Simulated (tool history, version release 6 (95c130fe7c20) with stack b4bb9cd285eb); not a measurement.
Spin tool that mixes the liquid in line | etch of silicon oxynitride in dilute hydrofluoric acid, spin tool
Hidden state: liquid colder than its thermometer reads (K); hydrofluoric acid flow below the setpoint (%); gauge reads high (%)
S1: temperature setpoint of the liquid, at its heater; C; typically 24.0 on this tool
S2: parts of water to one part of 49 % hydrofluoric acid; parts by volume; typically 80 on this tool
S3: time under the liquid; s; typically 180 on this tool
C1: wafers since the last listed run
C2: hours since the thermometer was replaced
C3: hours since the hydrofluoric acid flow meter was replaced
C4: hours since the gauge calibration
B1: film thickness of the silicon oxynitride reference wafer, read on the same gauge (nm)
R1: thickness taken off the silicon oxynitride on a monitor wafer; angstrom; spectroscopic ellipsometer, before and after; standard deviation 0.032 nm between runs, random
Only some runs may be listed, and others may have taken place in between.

run 1 hour=0.0 | S1=24.0 S2=80 S3=180 | C1=0 C2=1056.8 C3=514.1 C4=1849.3 | B1=150.026 | R1=32.42
run 2 hour=98.8 | S1=24.0 S2=60 S3=180 | C1=492 C2=1155.6 C3=612.9 C4=1948.1 | B1=150.034 | R1=44.03
run 3 hour=147.5 | S1=24.0 S2=80 S3=180 | C1=242 C2=1204.3 C3=661.6 C4=1996.8 | B1=149.965 | R1=32.51
run 4 hour=237.8 | S1=24.0 S2=80 S3=180 | C1=449 C2=1294.6 C3=751.9 C4=2087.1 | B1=150.032 | R1=32.59
run 5 hour=334.9 | S1=24.0 S2=80 S3=180 | C1=483 C2=1391.7 C3=849.0 C4=2184.2 | B1=150.012 | R1=32.21
-- hour=443.9 thermometer replaced
run 6 hour=464.0 | S1=24.0 S2=90 S3=180 | C1=638 C2=20.1 C3=978.1 C4=2313.3 | B1=149.996 | R1=28.36
run 7 hour=528.7 | S1=24.0 S2=90 S3=180 | C1=322 C2=84.8 C3=1042.8 C4=2378.0 | B1=149.997 | R1=29.03
run 8 hour=593.6 | S1=24.0 S2=80 S3=180 | C1=323 C2=149.7 C3=1107.7 C4=2442.9 | B1=150.005 | R1=32.61
run 9 hour=657.5 | S1=24.0 S2=80 S3=180 | C1=318 C2=213.6 C3=1171.6 C4=2506.8 | B1=149.994 | R1=32.94
run 10 hour=719.4 | S1=24.0 S2=80 S3=180 | C1=308 C2=275.5 C3=1233.5 C4=2568.7 | B1=149.984 | R1=32.26
run 11 hour=799.8 | S1=24.0 S2=80 S3=180 | C1=400 C2=355.9 C3=1313.9 C4=2649.1 | B1=150.014 | R1=32.55
run 12 hour=846.6 | S1=24.0 S2=80 S3=260 | C1=233 C2=402.7 C3=1360.7 C4=2695.9 | B1=150.015 | R1=46.92
run 13 hour=922.9 | S1=24.0 S2=80 S3=260 | C1=380 C2=479.0 C3=1437.0 C4=2772.2 | B1=150.011 | R1=46.99
run 14 hour=960.2 | S1=24.0 S2=65 S3=180 | C1=185 C2=516.3 C3=1474.3 C4=2809.5 | B1=150.007 | R1=40.52
run 15 hour=1106.6 | S1=24.0 S2=65 S3=180 | C1=729 C2=662.7 C3=1620.7 C4=2955.9 | B1=150.007 | R1=40.37
run 16 hour=1266.7 | S1=24.0 S2=65 S3=180 | C1=797 C2=822.8 C3=1780.8 C4=3116.0 | B1=149.993 | R1=40.82
run 17 hour=1363.9 | S1=26.5 S2=100 S3=180 | C1=484 C2=920.0 C3=1878.0 C4=3213.2 | B1=150.021 | R1=28.45
run 18 hour=1412.7 | S1=19.5 S2=65 S3=260 | C1=243 C2=968.8 C3=1926.8 C4=3262.0 | B1=149.990 | R1=47.41
run 19 hour=1516.8 | S1=22.0 S2=45 S3=85 | C1=518 C2=1072.9 C3=2030.9 C4=3366.1 | B1=150.032 | R1=25.75
-- hour=1600.5 gauge calibrated
-- hour=1602.2 hydrofluoric acid flow meter replaced
run 20 hour=1609.3 | S1=22.0 S2=80 S3=180 | C1=455 C2=1165.4 C3=7.1 C4=8.8 | B1=149.985 | R1=29.29
run 21 hour=1691.4 | S1=24.0 S2=55 S3=240 | C1=409 C2=1247.5 C3=89.2 C4=90.9 | B1=149.983 | R1=63.99
run 22 hour=1768.4 | S1=24.0 S2=80 S3=180 | C1=383 C2=1324.5 C3=166.2 C4=167.9 | B1=150.014 | R1=32.44

For run 23, what comes out?
run 23 hour=1835.8 | S1=25.5 S2=95 S3=260 | C1=335 C2=1391.9 C3=233.6 C4=235.3 | B1=? | R1=?

B1: 150.044
R1: 41.73 angstrom
Take away the tool's hidden state, keep the run-to-run variation as it was, and the same run would have given R1 41.73 angstrom.
